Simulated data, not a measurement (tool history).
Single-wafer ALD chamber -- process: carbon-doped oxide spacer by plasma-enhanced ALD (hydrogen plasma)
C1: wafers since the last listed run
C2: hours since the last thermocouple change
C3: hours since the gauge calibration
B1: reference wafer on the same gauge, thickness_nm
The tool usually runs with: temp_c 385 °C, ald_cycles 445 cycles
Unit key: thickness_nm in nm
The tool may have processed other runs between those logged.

run 1 hour=0 | temp_c=385 ald_cycles=445 | C1=0 C2=1841.7 C3=94.7 | B1=19.442 | thickness_nm=22.825
run 2 hour=24.6 | temp_c=385 ald_cycles=445 | C1=17 C2=1866.3 C3=119.3 | B1=19.403 | thickness_nm=22.837
run 3 hour=58.3 | temp_c=385 ald_cycles=445 | C1=23 C2=1900 C3=153 | B1=19.366 | thickness_nm=22.704
run 4 hour=76.7 | temp_c=391 ald_cycles=445 | C1=12 C2=1918.4 C3=171.4 | B1=19.344 | thickness_nm=22.707
run 5 hour=100.2 | temp_c=391 ald_cycles=445 | C1=16 C2=1941.9 C3=194.9 | B1=19.329 | thickness_nm=22.863
run 6 hour=124.9 | temp_c=391 ald_cycles=445 | C1=17 C2=1966.6 C3=219.6 | B1=19.331 | thickness_nm=22.682
run 7 hour=150.1 | temp_c=385 ald_cycles=445 | C1=17 C2=1991.8 C3=244.8 | B1=19.296 | thickness_nm=22.679
run 8 hour=164.3 | temp_c=385 ald_cycles=445 | C1=10 C2=2006 C3=259 | B1=19.27 | thickness_nm=22.569
run 9 hour=177.6 | temp_c=385 ald_cycles=445 | C1=9 C2=2019.3 C3=272.3 | B1=19.296 | thickness_nm=22.646
-- hour=199.3 thermocouple changed; heater temperature recalibrated
run 10 hour=199.8 | temp_c=375 ald_cycles=445 | C1=10 C2=0.5 C3=294.5 | B1=19.275 | thickness_nm=22.637
run 11 hour=220.4 | temp_c=385 ald_cycles=445 | C1=14 C2=21.1 C3=315.1 | B1=19.205 | thickness_nm=22.678
run 12 hour=246.9 | temp_c=375 ald_cycles=372 | C1=18 C2=47.6 C3=341.6 | B1=19.227 | thickness_nm=18.901
run 13 hour=267.8 | temp_c=371 ald_cycles=378 | C1=14 C2=68.5 C3=362.5 | B1=19.203 | thickness_nm=19.172
-- hour=302.8 gauge calibrated
run 14 hour=337.3 | temp_c=380 ald_cycles=359 | C1=49 C2=138 C3=34.5 | B1=19.495 | thickness_nm=18.423
run 15 hour=366.7 | temp_c=385 ald_cycles=445 | C1=20 C2=167.4 C3=63.9 | B1=19.467 | thickness_nm=22.932
run 16 hour=388.8 | temp_c=370 ald_cycles=482 | C1=15 C2=189.5 C3=86 | B1=19.455 | thickness_nm=24.756
run 17 hour=404.2 | temp_c=385 ald_cycles=507 | C1=10 C2=204.9 C3=101.4 | B1=19.465 | thickness_nm=26.217
run 18 hour=422.7 | temp_c=379 ald_cycles=517 | C1=13 C2=223.4 C3=119.9 | B1=19.421 | thickness_nm=26.546
run 19 hour=450.6 | temp_c=371 ald_cycles=530 | C1=19 C2=251.3 C3=147.8 | B1=19.422 | thickness_nm=27.194
run 20 hour=482.5 | temp_c=394 ald_cycles=396 | C1=22 C2=283.2 C3=179.7 | B1=19.403 | thickness_nm=20.425
run 21 hour=500.3 | temp_c=385 ald_cycles=361 | C1=12 C2=301 C3=197.5 | B1=19.387 | thickness_nm=18.487

Forecast each of these 3 alternatives for the next run:
run A hour=501.4 | temp_c=385 ald_cycles=384 | C1=0 C2=302.1 C3=198.6 | B1=? | thickness_nm=?
run B hour=501.4 | temp_c=398 ald_cycles=445 | C1=0 C2=302.1 C3=198.6 | B1=? | thickness_nm=?
run C hour=501.4 | temp_c=389 ald_cycles=445 | C1=0 C2=302.1 C3=198.6 | B1=? | thickness_nm=?

run=A B1=19.381 thickness_nm=19.725
run=B B1=19.381 thickness_nm=22.858
run=C B1=19.381 thickness_nm=22.858
With no hidden state in the tool, these same runs would have given:
run=A thickness_nm=19.852
run=B thickness_nm=23.006
run=C thickness_nm=23.006

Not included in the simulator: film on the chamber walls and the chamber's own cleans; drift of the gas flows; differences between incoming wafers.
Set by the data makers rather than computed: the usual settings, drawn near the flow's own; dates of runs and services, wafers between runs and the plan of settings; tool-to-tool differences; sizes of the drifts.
